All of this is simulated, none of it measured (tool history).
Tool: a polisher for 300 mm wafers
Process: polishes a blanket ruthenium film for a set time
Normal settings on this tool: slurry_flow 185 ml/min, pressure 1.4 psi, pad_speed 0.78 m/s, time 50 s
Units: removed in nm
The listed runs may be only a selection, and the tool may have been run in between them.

run,day,slurry_flow,pressure,pad_speed,time,wafers since the last listed run,wafers polished on this pad,hours since the slurry nozzle was cleaned,hours since the head pressure was calibrated,"incoming thickness of the incoming film, nm",removed
1,0,185,1.4,0.78,60,0,1628,417.8,68.7,565,36.5
2,3.608,185,1.4,0.78,50,536,2164,504.4,155.3,559.5,30.7
# day 3.804: slurry nozzle cleaned
3,5.254,185,1.4,0.78,50,238,2402,34.8,194.8,560.6,31.2
# day 8.554: worn pad replaced by a new one
4,9.079,185,1.4,0.78,43,543,78,126.6,286.6,561.2,26.8
5,12.146,185,1.4,0.78,50,455,533,200.2,360.2,549,31
6,14.692,185,1.4,0.78,50,378,911,261.3,421.3,548.6,31.8
7,18.117,185,1.4,0.98,50,508,1420,343.5,503.5,562.3,38.4
# day 19.267: head pressure recalibrated
8,22.312,135,1.4,0.78,50,610,2031,444.2,73.1,558,28.9
9,24.212,135,1.4,0.78,50,282,2314,489.8,118.7,553.6,28.6
# day 25.633: slurry nozzle cleaned
10,26.021,185,1.2,0.84,50,262,2576,9.3,162.1,554,28.1
# day 27.921: worn pad replaced by a new one
11,30.221,185,1.4,0.78,50,599,341,110.1,262.9,556.5,30.7
12,32.446,185,1.4,0.78,50,330,672,163.5,316.3,562.6,30.9
13,34.108,185,1.4,0.78,50,246,919,203.4,356.2,552,30.5
14,36.504,185,1.4,0.78,50,355,1275,260.9,413.7,550.1,31
15,39.038,185,1.4,0.78,50,376,1651,321.7,474.5,568.8,31.8
16,43.383,130,1.6,0.78,58,645,2297,426,578.8,553.8,40.4
# day 45.029: worn pad replaced by a new one, of another model than before
# day 45.492: head pressure recalibrated
# day 45.671: slurry nozzle cleaned
17,47.6,225,1,1.02,34,583,363,46.3,50.6,566.6,23
18,49.288,185,1.4,0.88,50,250,613,86.8,91.1,548.4,34.3
19,53.496,185,1.4,0.78,50,625,1239,187.8,192.1,559.3,30.9
20,57.483,125,1.4,0.6,61,592,1831,283.5,287.8,553.4,25.4
21,59.296,230,1.4,0.6,50,269,2100,327,331.3,560,25
22,62.704,185,1.4,0.78,50,506,2607,408.8,413.1,564.3,31.6
# day 65.342: worn pad replaced by a new one
23,65.671,235,1.4,0.62,50,415,48,480,484.3,556.3,25.9
# day 66.462: slurry nozzle cleaned
24,67.554,185,1.4,0.78,50,273,322,26.2,529.5,570,31.6
# day 69.667: head pressure recalibrated
25,71.45,210,1.4,0.78,36,566,888,119.7,42.8,558.2,22.5
26,75.233,145,1.1,0.64,50,562,1451,210.5,133.6,553.4,20.4
27,77.954,155,1.4,0.78,63,404,1855,275.8,198.9,549.6,37.1
28,81.629,130,1.7,0.7,50,545,2401,364,287.1,553.9,28
# day 82.867: worn pad replaced by a new one
29,84.142,185,1.4,0.78,50,348,189,424.3,347.4,561.6,31
30,85.95,185,1.4,0.78,50,268,458,467.7,390.8,558.3,31.3
# day 89.779: slurry nozzle cleaned
31,90.271,185,1.4,0.78,50,635,1093,11.8,494.5,553.3,31.5

Below, some changes in removed between adjacent runs. For each, the amount present without the hidden state too (settings, incoming material, random variation) and the amount remaining for the hidden state with gauge scatter not shared by both compared results:
Hidden state at play: removal rate lost through wear of the pad, %; slurry flow missing at the pad, %; deviation of the head's pressure from its setpoint, %.
Run 7 -> 8: slurry_flow 185 -> 135, pad_speed 0.98 -> 0.78, head pressure recalibrated. removed -9.5 nm: hidden state -2.3, all else -7.2.
Run 16 -> 17: slurry_flow 130 -> 225, pressure 1.6 -> 1, pad_speed 0.78 -> 1.02, time 58 -> 34, worn pad replaced by a new one, of another model than before, head pressure recalibrated, slurry nozzle cleaned. removed -17.4 nm: hidden state -2.6, all else -14.8.
Run 17 -> 18: slurry_flow 225 -> 185, pressure 1 -> 1.4, pad_speed 1.02 -> 0.88, time 34 -> 50. removed +11.3 nm: hidden state +0.1, all else +11.2.
Run 24 -> 25: slurry_flow 185 -> 210, time 50 -> 36, head pressure recalibrated. removed -9.1 nm: hidden state -1.5, all else -7.6.
Run 26 -> 27: slurry_flow 145 -> 155, pressure 1.1 -> 1.4, pad_speed 0.64 -> 0.78, time 50 -> 63. removed +16.7 nm: hidden state +0.2, all else +16.5.
